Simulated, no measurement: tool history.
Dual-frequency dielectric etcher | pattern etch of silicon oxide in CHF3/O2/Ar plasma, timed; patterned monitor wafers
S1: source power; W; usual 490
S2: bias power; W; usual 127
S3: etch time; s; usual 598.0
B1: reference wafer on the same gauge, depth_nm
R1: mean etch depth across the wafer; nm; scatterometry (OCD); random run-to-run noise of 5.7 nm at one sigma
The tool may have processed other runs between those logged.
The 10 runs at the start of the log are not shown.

| run | hour | S1 | S2 | S3 | B1 | R1 |
|---|---|---|---|---|---|---|
| 11 | 442.7 | 490 | 127 | 598.0 | 1004.1 | 925.1 |
| 12 | 486.8 | 550 | 127 | 598.0 | 1005.4 | 955.9 |
|  | 531.6 | bias power generator calibrated |
| 13 | 538.6 | 490 | 127 | 598.0 | 1004.9 | 920.9 |
|  | 642.8 | wet clean of the chamber |
|  | 670.8 | upper electrode replaced |
| 14 | 735.7 | 490 | 127 | 598.0 | 1004.9 | 886.9 |
|  | 748.7 | source power generator calibrated |
| 15 | 765.2 | 560 | 127 | 737.5 | 1005.8 | 1141.1 |
| 16 | 790.3 | 490 | 127 | 598.0 | 1004.9 | 891.7 |
| 17 | 858.7 | 590 | 127 | 655.0 | 1005.2 | 1022.2 |
| 18 | 897.6 | 490 | 127 | 598.0 | 1005.7 | 887.0 |
| 19 | 947.8 | 490 | 127 | 427.0 | 1005.3 | 631.4 |
| 20 | 1001.7 | 490 | 127 | 598.0 | 1005.1 | 875.6 |
|  | 1051.2 | gauge calibrated |
|  | 1094.5 | wet clean of the chamber, repeated, since the last time left the tool worse |
| 21 | 1152.9 | 550 | 139 | 645.5 | 1005.2 | 1068.0 |
| 22 | 1182.0 | 550 | 104 | 651.5 | 1004.7 | 1013.4 |
| 23 | 1221.0 | 490 | 102 | 598.0 | 1005.9 | 895.1 |
| 24 | 1251.8 | 490 | 127 | 598.0 | 1005.1 | 926.1 |
| 25 | 1315.1 | 490 | 127 | 598.0 | 1004.9 | 919.7 |
| 26 | 1380.1 | 430 | 136 | 725.5 | 1004.7 | 1099.4 |
| 27 | 1418.1 | 430 | 149 | 658.5 | 1005.2 | 1018.0 |
| 28 | 1455.8 | 610 | 142 | 598.0 | 1006.2 | 1005.6 |
| 29 | 1490.1 | 490 | 111 | 598.0 | 1004.6 | 891.8 |
| 30 | 1516.8 | 490 | 127 | 598.0 | 1005.0 | 929.2 |

Branching from run 30: 3 alternative next runs. What would each branch give?
| A | 1517.4 | 490 | 127 | 522.0 | ? | ? |
| B | 1517.4 | 490 | 148 | 423.0 | ? | ? |
| C | 1517.4 | 490 | 141 | 755.5 | ? | ? |

| run | B1 | R1 |
|---|---|---|
| A | 1006.1 | 801.4 |
| B | 1006.1 | 671.7 |
| C | 1006.1 | 1186.6 |
With the hidden condition removed and each run's random variation left untouched, the same runs would have given:
| run | R1 |
|---|---|
| A | 816.9 |
| B | 684.7 |
| C | 1209.6 |
